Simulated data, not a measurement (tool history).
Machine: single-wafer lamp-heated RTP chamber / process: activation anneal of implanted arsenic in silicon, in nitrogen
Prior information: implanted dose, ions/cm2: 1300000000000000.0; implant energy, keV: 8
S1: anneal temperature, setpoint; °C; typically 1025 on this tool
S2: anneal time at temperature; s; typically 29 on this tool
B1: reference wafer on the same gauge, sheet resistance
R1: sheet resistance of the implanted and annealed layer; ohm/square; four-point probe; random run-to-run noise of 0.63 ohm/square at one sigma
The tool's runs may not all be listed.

| run | hour | S1 | S2 | B1 | R1 |
|---|---|---|---|---|---|
| 1 | 0.0 | 1036 | 21 | 149.11 | 128.35 |
| 2 | 4.8 | 1036 | 21 | 149.03 | 127.96 |
| 3 | 18.5 | 1025 | 42 | 149.14 | 117.90 |
| 4 | 26.9 | 1025 | 16 | 149.09 | 144.69 |
| 5 | 42.5 | 1039 | 33 | 148.87 | 116.50 |
| 6 | 52.7 | 1025 | 29 | 149.04 | 124.82 |
| 7 | 62.9 | 1013 | 34 | 148.68 | 128.65 |
| 8 | 75.9 | 1025 | 29 | 149.07 | 125.15 |
| 9 | 85.3 | 1025 | 29 | 149.13 | 126.05 |
|  | 105.6 | reflector plate cleaned |
| 10 | 106.1 | 1025 | 29 | 149.10 | 128.46 |
| 11 | 113.2 | 1025 | 29 | 148.82 | 129.81 |
| 12 | 123.3 | 1025 | 29 | 149.19 | 128.36 |
| 13 | 136.3 | 1025 | 29 | 149.32 | 129.17 |
|  | 148.6 | gauge calibrated |
| 14 | 152.3 | 1025 | 29 | 148.93 | 129.03 |
|  | 160.8 | pyrometer window cleaned and pyrometer calibrated |
| 15 | 168.7 | 1038 | 29 | 148.85 | 120.93 |
| 16 | 183.0 | 1038 | 29 | 148.98 | 120.85 |
| 17 | 199.5 | 1038 | 29 | 149.08 | 120.22 |
| 18 | 205.5 | 1025 | 29 | 149.09 | 129.30 |
| 19 | 221.9 | 1047 | 36 | 149.03 | 112.67 |
| 20 | 253.3 | 1008 | 37 | 148.95 | 135.28 |
| 21 | 267.7 | 1038 | 29 | 148.80 | 120.27 |
| 22 | 281.6 | 1002 | 29 | 149.18 | 147.84 |
| 23 | 293.0 | 1025 | 29 | 148.96 | 127.25 |
| 24 | 300.2 | 1055 | 18 | 149.01 | 121.79 |
| 25 | 316.3 | 997 | 19 | 148.85 | 168.10 |
|  | 333.1 | pyrometer window cleaned and pyrometer calibrated |
| 26 | 333.5 | 1025 | 23 | 148.93 | 134.85 |
| 27 | 341.5 | 1025 | 29 | 149.01 | 128.34 |
| 28 | 387.3 | 1051 | 38 | 149.05 | 109.26 |
| 29 | 399.0 | 1010 | 24 | 148.94 | 145.33 |
| 30 | 416.4 | 1008 | 20 | 149.07 | 154.54 |
| 31 | 434.0 | 1038 | 43 | 148.97 | 111.75 |
| 32 | 448.7 | 1044 | 41 | 149.00 | 110.07 |
| 33 | 465.8 | 1003 | 24 | 148.99 | 150.12 |
| 34 | 474.8 | 1054 | 14 | 149.11 | 126.74 |
|  | 492.4 | pyrometer window cleaned and pyrometer calibrated |
| 35 | 492.9 | 1007 | 29 | 148.89 | 140.68 |
| 36 | 506.7 | 1042 | 35 | 149.01 | 114.49 |
| 37 | 523.0 | 1050 | 29 | 149.08 | 113.95 |

For some of the steps in R1 from one run to the next: how much would appear even if the tool had no hidden state, given the settings, what came in and random variation, and how much remains for the hidden state plus any gauge scatter that the measured result and the result without hidden state don't share?
The tool's hidden condition here consists of: true wafer temperature minus pyrometer reading, K; wafer temperature error from the tarnished reflector plate, K; gauge reads high (%).
Run 4 -> 5: S1 1025 -> 1039, S2 16 -> 33. R1 -28.19 ohm/square: hidden state +2.28, all else -30.47.
Run 9 -> 10: reflector plate cleaned. R1 +2.41 ohm/square: hidden state +3.63, all else -1.22.
Run 24 -> 25: S1 1055 -> 997, S2 18 -> 19. R1 +46.31 ohm/square: hidden state -1.39, all else +47.70.
Run 30 -> 31: S1 1008 -> 1038, S2 20 -> 43. R1 -42.79 ohm/square: hidden state +2.01, all else -44.80.
Run 32 -> 33: S1 1044 -> 1003, S2 41 -> 24. R1 +40.05 ohm/square: hidden state -2.58, all else +42.63.
